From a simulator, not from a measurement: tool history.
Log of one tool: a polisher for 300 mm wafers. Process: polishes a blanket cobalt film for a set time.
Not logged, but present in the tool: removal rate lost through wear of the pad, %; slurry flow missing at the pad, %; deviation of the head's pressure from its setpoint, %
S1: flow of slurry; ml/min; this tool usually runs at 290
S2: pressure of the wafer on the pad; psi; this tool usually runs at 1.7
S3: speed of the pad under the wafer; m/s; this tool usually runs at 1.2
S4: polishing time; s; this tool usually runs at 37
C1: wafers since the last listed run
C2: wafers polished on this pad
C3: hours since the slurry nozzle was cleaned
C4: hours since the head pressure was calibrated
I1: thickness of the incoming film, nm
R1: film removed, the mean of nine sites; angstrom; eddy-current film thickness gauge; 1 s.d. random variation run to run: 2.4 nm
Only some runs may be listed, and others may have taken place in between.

| run | hour | S1 | S2 | S3 | S4 | C1 | C2 | C3 | C4 | I1 | R1 |
|---|---|---|---|---|---|---|---|---|---|---|---|
| 1 | 0 | 290 | 1.7 | 0.9 | 37 | 0 | 35 | 182.2 | 1187.9 | 1263.2 | 1737 |
| 2 | 16.5 | 290 | 1.7 | 0.9 | 37 | 283 | 319 | 198.7 | 1204.4 | 1271.5 | 1727 |
|  | 20.5 | slurry nozzle cleaned |
| 3 | 26.1 | 290 | 1.7 | 0.9 | 37 | 148 | 467 | 5.6 | 1214 | 1235.4 | 1760 |
| 4 | 36.8 | 255 | 1.7 | 1.2 | 37 | 184 | 651 | 16.3 | 1224.7 | 1261.5 | 2308 |
| 5 | 49.3 | 255 | 1.7 | 1.2 | 37 | 215 | 866 | 28.8 | 1237.2 | 1250.4 | 2323 |
| 6 | 62.4 | 290 | 1.7 | 1.2 | 37 | 225 | 1091 | 41.9 | 1250.3 | 1277.3 | 2354 |
| 7 | 78.3 | 290 | 1.7 | 1.2 | 37 | 273 | 1365 | 57.8 | 1266.2 | 1261.3 | 2379 |
|  | 89.9 | worn pad replaced by a new one |
| 8 | 96.2 | 290 | 1.7 | 1.2 | 37 | 239 | 108 | 75.7 | 1284.1 | 1253 | 2356 |
| 9 | 104.4 | 290 | 1.7 | 1.2 | 37 | 141 | 249 | 83.9 | 1292.3 | 1250.5 | 2306 |
| 10 | 112.5 | 260 | 1.7 | 1.2 | 37 | 139 | 389 | 92 | 1300.4 | 1248.6 | 2312 |
|  | 156.6 | head pressure recalibrated |
| 11 | 163.3 | 260 | 1.7 | 1.2 | 37 | 839 | 1228 | 142.8 | 6.7 | 1246.3 | 2078 |
| 12 | 172.8 | 290 | 1.7 | 0.92 | 42 | 163 | 1392 | 152.3 | 16.2 | 1279.9 | 1843 |
|  | 186 | worn pad replaced by a new one |
| 13 | 187.8 | 290 | 1.7 | 0.92 | 42 | 189 | 30 | 167.3 | 31.2 | 1258.5 | 1860 |
| 14 | 200.7 | 290 | 1.7 | 0.92 | 42 | 222 | 252 | 180.2 | 44.1 | 1237.3 | 1822 |
|  | 211.9 | slurry nozzle cleaned |
| 15 | 212.4 | 290 | 1.7 | 1.44 | 37 | 184 | 436 | 0.5 | 55.8 | 1241.8 | 2505 |
| 16 | 222.7 | 290 | 1.7 | 1.2 | 37 | 177 | 614 | 10.8 | 66.1 | 1243.9 | 2110 |
| 17 | 233.5 | 240 | 1.5 | 0.92 | 45 | 185 | 800 | 21.6 | 76.9 | 1260.2 | 1700 |
| 18 | 246.8 | 290 | 1.7 | 1.2 | 37 | 228 | 1028 | 34.9 | 90.2 | 1266.3 | 2130 |
| 19 | 254.4 | 290 | 1.7 | 1.2 | 37 | 130 | 1159 | 42.5 | 97.8 | 1281.1 | 2138 |
|  | 259.8 | worn pad replaced by a new one |
| 20 | 270.7 | 290 | 2.2 | 1.2 | 37 | 211 | 187 | 58.8 | 114.1 | 1263.7 | 2829 |
| 21 | 287.9 | 290 | 1.7 | 1.2 | 37 | 296 | 483 | 76 | 131.3 | 1254.4 | 2178 |
| 22 | 305.4 | 245 | 1.7 | 1.2 | 26 | 301 | 785 | 93.5 | 148.8 | 1246.3 | 1487 |
| 23 | 322.9 | 290 | 1.7 | 0.9 | 37 | 301 | 1086 | 111 | 166.3 | 1254.2 | 1628 |
|  | 338.2 | worn pad replaced by a new one |
| 24 | 339.2 | 385 | 1.7 | 1.42 | 37 | 211 | 17 | 127.3 | 182.6 | 1281 | 2665 |
| 25 | 357.1 | 215 | 1.3 | 0.88 | 47 | 308 | 325 | 145.2 | 200.5 | 1238.5 | 1486 |
| 26 | 372.7 | 290 | 1.7 | 1.04 | 37 | 268 | 594 | 160.8 | 216.1 | 1265.5 | 1888 |
|  | 420 | worn pad replaced by a new one |
| 27 | 425.2 | 215 | 2.3 | 1.4 | 30 | 834 | 88 | 213.3 | 268.6 | 1256.6 | 2667 |
| 28 | 433.7 | 215 | 1.9 | 0.88 | 33 | 146 | 235 | 221.8 | 277.1 | 1260.4 | 1563 |

Branching from run 28: 4 alternative next runs. What would each branch give?
| A | 434.1 | 290 | 1.7 | 1.2 | 37 | 6 | 241 | 222.2 | 277.5 | 1256.1 | ? |
| B | 434.1 | 290 | 2.2 | 0.88 | 37 | 6 | 241 | 222.2 | 277.5 | 1256.1 | ? |
| C | 434.1 | 290 | 1.7 | 1.4 | 37 | 6 | 241 | 222.2 | 277.5 | 1256.1 | ? |
| D | 434.1 | 345 | 2.2 | 0.9 | 32 | 6 | 241 | 222.2 | 277.5 | 1256.1 | ? |

| run | R1 |
|---|---|
| A | 2242 |
| B | 2126 |
| C | 2616 |
| D | 1911 |
Had the tool no hidden state, the same runs would have come out as:
| run | R1 |
|---|---|
| A | 2117 |
| B | 2007 |
| C | 2470 |
| D | 1804 |
